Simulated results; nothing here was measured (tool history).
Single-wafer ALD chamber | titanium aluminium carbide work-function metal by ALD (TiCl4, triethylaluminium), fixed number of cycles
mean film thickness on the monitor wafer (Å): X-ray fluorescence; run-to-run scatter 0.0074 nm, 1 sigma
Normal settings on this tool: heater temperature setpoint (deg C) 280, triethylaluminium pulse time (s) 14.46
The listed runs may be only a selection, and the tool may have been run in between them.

run   hour  heater temperature setpoint (deg C)  triethylaluminium pulse time (s)  wafers since the last listed run  hours since the last thermocouple change  hours since the last triethylaluminium bottle change  hours since the showerhead was replaced  hours since the gauge calibration  read-back reference wafer on the same gauge, thickness_nm  mean film thickness on the monitor wafer (Å)
  1      0                                  280                             14.46                                 0                                     688.6                                                 696.5                                   1859.1                              813.9                                                        1.4                                         16.82
  2   13.9                                  280                             14.46                               207                                     702.5                                                 710.4                                     1873                              827.8                                                      1.402                                         16.83
  3   29.7                                  280                             14.46                               235                                     718.3                                                 726.2                                   1888.8                              843.6                                                        1.4                                         16.75
  4   65.7                                  280                             14.46                               536                                     754.3                                                 762.2                                   1924.8                              879.6                                                        1.4                                         16.79
      89.6  -- triethylaluminium bottle replaced
  5   90.1                                  280                             14.46                               244                                     778.7                                                   0.5                                   1949.2                                904                                                      1.401                                         16.45
  6  106.9                                  280                             14.46                               250                                     795.5                                                  17.3                                     1966                              920.8                                                        1.4                                         16.48
  7  127.5                                  286                             16.98                               307                                     816.1                                                  37.9                                   1986.6                              941.4                                                      1.399                                         17.19
  8  157.9                                  280                             14.46                               453                                     846.5                                                  68.3                                     2017                              971.8                                                        1.4                                         16.23
  9  179.2                                  280                             17.08                               317                                     867.8                                                  89.6                                   2038.3                              993.1                                                      1.399                                         16.56
 10  193.6                                  280                             17.08                               214                                     882.2                                                   104                                   2052.7                             1007.5                                                      1.399                                         16.51
 11  212.8                                  280                             17.08                               286                                     901.4                                                 123.2                                   2071.9                             1026.7                                                        1.4                                         16.49
 12  236.2                                  287                             11.33                               349                                     924.8                                                 146.6                                   2095.3                             1050.1                                                      1.399                                         15.53
 13  261.1                                  276                             14.46                               371                                     949.7                                                 171.5                                   2120.2                               1075                                                        1.4                                          15.6
 14  283.7                                  280                             18.83                               337                                     972.3                                                 194.1                                   2142.8                             1097.6                                                        1.4                                         16.62
     297.8  -- thermocouple changed; heater temperature recalibrated
     304.9  -- triethylaluminium bottle replaced, repeated, since the last time left the tool worse
 15  314.2                                  288                             14.46                               229                                      16.4                                                   9.3                                   2173.3                             1128.1                                                        1.4                                         17.75
 16  332.6                                  267                             16.24                               274                                      34.8                                                  27.7                                   2191.7                             1146.5                                                        1.4                                         15.81
 17  356.7                                  288                             11.47                               359                                      58.9                                                  51.8                                   2215.8                             1170.6                                                      1.399                                         17.55
 18  380.5                                  280                             14.46                               355                                      82.7                                                  75.6                                   2239.6                             1194.4                                                      1.401                                         16.99
       404  -- gauge calibrated
 19  411.7                                  273                             20.12                               465                                     113.9                                                 106.8                                   2270.8                                7.7                                                      1.401                                         16.46
 20  430.2                                  285                              9.65                               275                                     132.4                                                 125.3                                   2289.3                               26.2                                                        1.4                                         16.64
 21  447.1                                  293                             10.11                               252                                     149.3                                                 142.2                                   2306.2                               43.1                                                        1.4                                         17.42
 22  481.9                                  274                             14.46                               519                                     184.1                                                   177                                     2341                               77.9                                                      1.399                                         16.45
 23  494.5                                  280                             14.46                               187                                     196.7                                                 189.6                                   2353.6                               90.5                                                      1.399                                         16.92
 24    510                                  269                             20.11                               231                                     212.2                                                 205.1                                   2369.1                                106                                                        1.4                                         16.02
     534.6  -- showerhead replaced
 25  535.1                                  280                             14.46                               255                                     237.3                                                 230.2                                      0.5                              131.1                                                        1.4                                          16.9
 26    542                                  266                             14.46                               102                                     244.2                                                 237.1                                      7.4                                138                                                      1.401                                         15.81
 27  558.8                                  276                             10.17                               250                                       261                                                 253.9                                     24.2                              154.8                                                        1.4                                         15.93
 28    589                                  268                             11.71                               450                                     291.2                                                 284.1                                     54.4                                185                                                      1.399                                         15.39
 29  616.9                                  280                             14.46                               416                                     319.1                                                   312                                     82.3                              212.9                                                      1.402                                         16.89
 30  646.6                                  280                             14.46                               443                                     348.8                                                 341.7                                      112                              242.6                                                      1.401                                          16.9
 31  670.1                                  280                             14.46                               350                                     372.3                                                 365.2                                    135.5                              266.1                                                        1.4                                         16.79
 32  684.5                                  280                             11.89                               214                                     386.7                                                 379.6                                    149.9                              280.5                                                        1.4                                          16.7
 33  718.3                                  266                             19.46                               504                                     420.5                                                 413.4                                    183.7                              314.3                                                        1.4                                         15.87
 34  746.1                                  288                             11.47                               414                                     448.3                                                 441.2                                    211.5                              342.1                                                      1.402                                          17.1

Some steps in mean film thickness on the monitor wafer (Å), run to run, broken into two amounts with sign: the step expected even without the hidden condition (settings, incoming material, random variation), and the rest, left for the hidden condition together with whatever gauge scatter is not in both the measured and the hidden-condition-free result:
The tool's hidden condition here consists of: wafer temperature above the value expected at the setpoint (K); triethylaluminium dose above that of a fresh bottle (%); gauge reads high (%).
Run 11 -> 12: heater temperature setpoint (deg C) 280 -> 287, triethylaluminium pulse time (s) 17.08 -> 11.33. mean film thickness on the monitor wafer (Å) -0.96: hidden state -1.28, all else +0.32.
Run 12 -> 13: heater temperature setpoint (deg C) 287 -> 276, triethylaluminium pulse time (s) 11.33 -> 14.46. mean film thickness on the monitor wafer (Å) +0.07: hidden state +0.78, all else -0.71.
Run 13 -> 14: heater temperature setpoint (deg C) 276 -> 280, triethylaluminium pulse time (s) 14.46 -> 18.83. mean film thickness on the monitor wafer (Å) +1.02: hidden state +0.56, all else +0.46.
Run 15 -> 16: heater temperature setpoint (deg C) 288 -> 267, triethylaluminium pulse time (s) 14.46 -> 16.24. mean film thickness on the monitor wafer (Å) -1.94: hidden state -0.01, all else -1.93.
Run 16 -> 17: heater temperature setpoint (deg C) 267 -> 288, triethylaluminium pulse time (s) 16.24 -> 11.47. mean film thickness on the monitor wafer (Å) +1.74: hidden state -0.07, all else +1.81.
Run 28 -> 29: heater temperature setpoint (deg C) 268 -> 280, triethylaluminium pulse time (s) 11.71 -> 14.46. mean film thickness on the monitor wafer (Å) +1.5: hidden state +0.11, all else +1.39.
